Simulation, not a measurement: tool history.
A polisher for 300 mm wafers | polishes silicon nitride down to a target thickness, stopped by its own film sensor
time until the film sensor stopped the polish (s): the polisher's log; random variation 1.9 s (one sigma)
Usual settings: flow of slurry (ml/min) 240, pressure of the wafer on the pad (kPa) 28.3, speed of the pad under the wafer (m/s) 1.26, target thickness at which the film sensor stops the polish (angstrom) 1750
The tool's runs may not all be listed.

run   hour  flow of slurry (ml/min)  pressure of the wafer on the pad (kPa)  speed of the pad under the wafer (m/s)  target thickness at which the film sensor stops the polish (angstrom)  wafers since the last listed run  wafers polished on this pad  hours since the slurry nozzle was cleaned  hours since the head pressure was calibrated  incoming thickness of the incoming film, nm  time until the film sensor stopped the polish (s)
  1      0                      240                                    28.3                                    1.26                                                                   1750                                 0                         1226                                        568                                         919.8                                        430.5                                              136.1
  2   14.3                      240                                    28.3                                    1.26                                                                   1750                               144                         1371                                      582.3                                         934.1                                        435.2                                              139.5
  3   47.9                      240                                    28.3                                    1.26                                                                   1750                               340                         1711                                      615.9                                         967.7                                        425.7                                              134.6
      59.8  -- worn pad replaced by a new one
  4   61.3                      240                                    28.3                                    1.42                                                                   1750                                95                           15                                      629.3                                         981.1                                        431.7                                              136.9
  5   84.1                      240                                    28.3                                    1.42                                                                   1750                               230                          246                                      652.1                                        1003.9                                        428.7                                              137.4
  6   96.1                      240                                    28.3                                    1.42                                                                   1750                               121                          367                                      664.1                                        1015.9                                        433.5                                              138.9
  7  126.3                      240                                    28.3                                     1.4                                                                   1750                               305                          673                                      694.3                                        1046.1                                        427.6                                              138.7
  8    151                      240                                    28.3                                     1.4                                                                   1750                               250                          923                                        719                                        1070.8                                        429.9                                              140.7
  9  182.1                      240                                    28.3                                     1.4                                                                   1750                               314                         1238                                      750.1                                        1101.9                                        434.9                                              144.8
 10  198.4                      240                                    28.3                                    1.26                                                                   1750                               164                         1403                                      766.4                                        1118.2                                        429.7                                                151
 11  219.7                      240                                    28.3                                    1.26                                                                   1750                               215                         1619                                      787.7                                        1139.5                                        433.4                                              157.2
 12  242.9                      240                                    28.3                                    1.26                                                                   1750                               234                         1853                                      810.9                                        1162.7                                        424.7                                              154.1
     255.2  -- slurry nozzle cleaned
 13  262.3                      240                                    33.1                                    1.26                                                                   1750                               186                         2040                                        7.1                                        1182.1                                        429.7                                              137.7
     283.1  -- worn pad replaced by a new one, repeated, since the last time left the tool worse
 14  283.6                      240                                    28.3                                    1.26                                                                   1750                               175                            4                                       28.4                                        1203.4                                        430.2                                              131.3
 15  305.5                      240                                    28.3                                    1.26                                                                   1750                               221                          226                                       50.3                                        1225.3                                        426.6                                              129.6
     313.5  -- head pressure recalibrated
 16  317.9                      240                                    28.3                                    1.26                                                                   1750                               105                          331                                       62.7                                           4.4                                        431.8                                              133.3
 17  338.5                      240                                    28.3                                    1.26                                                                   1750                               208                          540                                       83.3                                            25                                        425.4                                              131.5
 18  370.2                      240                                    28.3                                    1.26                                                                   1750                               320                          861                                        115                                          56.7                                          429                                              131.6
 19  382.4                      240                                    28.3                                    1.26                                                                   1750                               123                          984                                      127.2                                          68.9                                        423.7                                              130.1
 20  395.1                      240                                    25.5                                    1.26                                                                   2130                               128                         1113                                      139.9                                          81.6                                        430.3                                              123.8
       465  -- worn pad replaced by a new one
 21    473                      240                                    28.3                                    1.26                                                                   1750                               748                           81                                      217.8                                         159.5                                        422.5                                              132.4
 22  489.3                      240                                    35.2                                    1.26                                                                   1360                               164                          246                                      234.1                                         175.8                                        430.8                                              129.5
 23  511.2                      240                                    35.9                                    1.26                                                                   1750                               221                          467                                        256                                         197.7                                        425.6                                              109.2
 24    545                      240                                    28.3                                    0.86                                                                   2440                               342                          810                                      289.8                                         231.5                                        432.8                                              122.1
 25  564.2                      320                                      31                                    1.44                                                                   2520                               194                         1004                                        309                                         250.7                                        425.9                                               78.5
 26  598.7                      240                                    31.7                                    1.08                                                                   1750                               349                         1353                                      343.5                                         285.2                                        430.7                                              139.3
 27    617                      170                                    33.8                                    0.96                                                                   1140                               185                         1538                                      361.8                                         303.5                                        430.3                                              181.7
 28  642.3                      240                                    28.3                                    1.26                                                                   1340                               256                         1794                                      387.1                                         328.8                                        421.7                                              154.3
     655.7  -- worn pad replaced by a new one
 29  662.2                      285                                    28.3                                    1.26                                                                   2620                               160                           65                                        407                                         348.7                                        434.1                                               86.5
 30    697                      240                                    28.3                                    1.26                                                                    870                               352                          417                                      441.8                                         383.5                                        424.1                                              179.3
 31  717.1                      240                                    34.5                                    1.62                                                                   1750                               203                          621                                      461.9                                         403.6                                        423.6                                               95.2
 32  751.4                      240                                    28.3                                    1.26                                                                   1750                               347                          968                                      496.2                                         437.9                                        424.7                                              132.9
 33  775.3                      240                                    28.3                                    1.26                                                                    870                               241                         1210                                      520.1                                         461.8                                        425.2                                              179.8
 34  809.1                      240                                    28.3                                    1.26                                                                   1410                               342                         1552                                      553.9                                         495.6                                        422.7                                              151.1
 35  843.1                      305                                    28.3                                    0.92                                                                   1750                               344                         1896                                      587.9                                         529.6                                        429.1                                              163.7
     869.8  -- worn pad replaced by a new one
 36    877                      300                                      20                                    1.42                                                                   1170                               302                           73                                      621.8                                         563.5                                        427.4                                              184.2

Measured less the same run without the tool's hidden state. The same run-to-run variation is in both; the gauge's scatter may not be:
The hidden state here: removal rate lost through wear of the pad, %; slurry flow missing at the pad, %; deviation of the head's pressure from its setpoint, %.
run  time until the film sensor stopped the polish (s)
  1                                               +5.5
  2                                               +6.2
  3                                               +7.2
  4                                              +13.3
  5                                              +14.2
  6                                              +14.8
  7                                              +15.8
  8                                                +17
  9                                              +18.8
 10                                              +20.1
 11                                              +21.9
 12                                              +22.4
 13                                              +20.8
 14                                               +0.6
 15                                               +1.3
 16                                               +1.8
 17                                               +2.6
 18                                               +3.7
 19                                                 +4
 20                                               +4.3
 21                                               +1.3
 22                                               +1.9
 23                                               +2.2
 24                                               +3.6
 25                                               +2.7
 26                                                 +6
 27                                               +8.8
 28                                               +8.5
 29                                               +0.6
 30                                               +2.9
 31                                                 +2
 32                                               +4.1
 33                                               +6.6
 34                                                 +7
 35                                                 +9
 36                                               +0.7
